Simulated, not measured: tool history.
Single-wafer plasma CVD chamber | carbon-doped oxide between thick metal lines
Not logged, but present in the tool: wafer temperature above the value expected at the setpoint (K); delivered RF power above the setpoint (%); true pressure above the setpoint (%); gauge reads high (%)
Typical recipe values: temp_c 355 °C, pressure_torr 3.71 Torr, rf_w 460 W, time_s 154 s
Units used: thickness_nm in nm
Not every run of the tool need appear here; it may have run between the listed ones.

| run | hour | temp_c | pressure_torr | rf_w | time_s | wafers since the last listed run | hours since the last thermocouple change | hours since the last RF generator calibration | hours since the last manometer calibration | hours since the showerhead was replaced | hours since the gauge calibration | read-back reference wafer on the same gauge, thickness_nm | thickness_nm |
|---|---|---|---|---|---|---|---|---|---|---|---|---|---|
| 1 | 0.0 | 355 | 3.71 | 460 | 154 | 0 | 1266.5 | 1965.6 | 3121.2 | 4252.4 | 2000.3 | 727.525 | 646.604 |
|  | 38.0 | thermocouple changed; heater temperature recalibrated |
| 2 | 38.5 | 355 | 3.00 | 460 | 154 | 304 | 0.5 | 2004.1 | 3159.7 | 4290.9 | 2038.8 | 727.355 | 626.074 |
| 3 | 66.5 | 355 | 3.71 | 460 | 154 | 279 | 28.5 | 2032.1 | 3187.7 | 4318.9 | 2066.8 | 727.164 | 642.350 |
| 4 | 126.0 | 355 | 3.71 | 460 | 154 | 594 | 88.0 | 2091.6 | 3247.2 | 4378.4 | 2126.3 | 726.877 | 641.042 |
|  | 151.0 | capacitance manometer re-zeroed and calibrated |
| 5 | 151.5 | 366 | 3.71 | 530 | 154 | 174 | 113.5 | 2117.1 | 0.5 | 4403.9 | 2151.8 | 726.430 | 712.799 |
|  | 186.0 | showerhead replaced |
|  | 203.5 | gauge calibrated |
| 6 | 205.4 | 351 | 3.71 | 520 | 154 | 458 | 167.4 | 2171.0 | 54.4 | 19.4 | 1.9 | 727.100 | 721.409 |
| 7 | 250.8 | 355 | 3.71 | 420 | 154 | 453 | 212.8 | 2216.4 | 99.8 | 64.8 | 47.3 | 727.187 | 579.150 |
| 8 | 305.5 | 355 | 3.33 | 460 | 154 | 546 | 267.5 | 2271.1 | 154.5 | 119.5 | 102.0 | 726.327 | 631.860 |
| 9 | 344.4 | 355 | 3.71 | 460 | 154 | 388 | 306.4 | 2310.0 | 193.4 | 158.4 | 140.9 | 727.752 | 639.622 |
| 10 | 401.4 | 355 | 3.71 | 460 | 184 | 569 | 363.4 | 2367.0 | 250.4 | 215.4 | 197.9 | 726.227 | 764.832 |
| 11 | 444.3 | 355 | 3.71 | 460 | 136 | 428 | 406.3 | 2409.9 | 293.3 | 258.3 | 240.8 | 727.104 | 563.260 |
| 12 | 469.1 | 361 | 3.21 | 405 | 174 | 247 | 431.1 | 2434.7 | 318.1 | 283.1 | 265.6 | 726.662 | 606.670 |
| 13 | 534.5 | 355 | 3.38 | 460 | 154 | 653 | 496.5 | 2500.1 | 383.5 | 348.5 | 331.0 | 726.425 | 631.403 |
| 14 | 567.8 | 355 | 4.11 | 435 | 180 | 332 | 529.8 | 2533.4 | 416.8 | 381.8 | 364.3 | 726.633 | 712.921 |
| 15 | 628.2 | 355 | 4.39 | 405 | 154 | 603 | 590.2 | 2593.8 | 477.2 | 442.2 | 424.7 | 726.925 | 568.870 |
|  | 692.7 | RF generator calibrated |
| 16 | 707.2 | 355 | 2.81 | 460 | 154 | 708 | 669.2 | 14.5 | 556.2 | 521.2 | 503.7 | 726.874 | 638.829 |
| 17 | 738.4 | 342 | 4.06 | 460 | 145 | 311 | 700.4 | 45.7 | 587.4 | 552.4 | 534.9 | 727.138 | 647.218 |
| 18 | 782.5 | 355 | 3.71 | 385 | 139 | 440 | 744.5 | 89.8 | 631.5 | 596.5 | 579.0 | 726.343 | 485.948 |
| 19 | 822.4 | 355 | 3.71 | 460 | 154 | 398 | 784.4 | 129.7 | 671.4 | 636.4 | 618.9 | 727.104 | 656.672 |
| 20 | 893.4 | 355 | 3.42 | 460 | 154 | 708 | 855.4 | 200.7 | 742.4 | 707.4 | 689.9 | 726.664 | 656.080 |
| 21 | 949.2 | 355 | 3.71 | 460 | 154 | 557 | 911.2 | 256.5 | 798.2 | 763.2 | 745.7 | 726.932 | 659.334 |
| 22 | 1005.5 | 355 | 3.40 | 460 | 154 | 562 | 967.5 | 312.8 | 854.5 | 819.5 | 802.0 | 726.637 | 649.020 |
| 23 | 1040.6 | 365 | 3.71 | 490 | 154 | 350 | 1002.6 | 347.9 | 889.6 | 854.6 | 837.1 | 727.092 | 678.479 |
| 24 | 1104.2 | 355 | 3.17 | 495 | 168 | 635 | 1066.2 | 411.5 | 953.2 | 918.2 | 900.7 | 727.464 | 746.073 |
| 25 | 1159.9 | 355 | 3.37 | 460 | 173 | 556 | 1121.9 | 467.2 | 1008.9 | 973.9 | 956.4 | 726.752 | 726.646 |
| 26 | 1186.1 | 355 | 3.71 | 400 | 143 | 261 | 1148.1 | 493.4 | 1035.1 | 1000.1 | 982.6 | 726.546 | 519.250 |
| 27 | 1214.0 | 355 | 3.71 | 460 | 154 | 278 | 1176.0 | 521.3 | 1063.0 | 1028.0 | 1010.5 | 726.580 | 656.395 |
| 28 | 1253.1 | 355 | 3.71 | 460 | 154 | 390 | 1215.1 | 560.4 | 1102.1 | 1067.1 | 1049.6 | 727.297 | 654.702 |

Forecast each of these 4 alternatives for the next run:
| A | 1253.5 | 370 | 3.71 | 460 | 154 | 3 | 1215.5 | 560.8 | 1102.5 | 1067.5 | 1050.0 | ? | ? |
| B | 1253.5 | 355 | 2.92 | 420 | 167 | 3 | 1215.5 | 560.8 | 1102.5 | 1067.5 | 1050.0 | ? | ? |
| C | 1253.5 | 355 | 3.12 | 515 | 154 | 3 | 1215.5 | 560.8 | 1102.5 | 1067.5 | 1050.0 | ? | ? |
| D | 1253.5 | 349 | 3.12 | 400 | 133 | 3 | 1215.5 | 560.8 | 1102.5 | 1067.5 | 1050.0 | ? | ? |

| run | read-back reference wafer on the same gauge, thickness_nm | thickness_nm |
|---|---|---|
| A | 727.221 | 634.018 |
| B | 727.221 | 624.517 |
| C | 727.221 | 707.651 |
| D | 727.221 | 478.963 |
With the hidden condition removed and each run's random variation left untouched, the same runs would have given:
| run | thickness_nm |
|---|---|
| A | 638.165 |
| B | 629.261 |
| C | 712.180 |
| D | 482.761 |
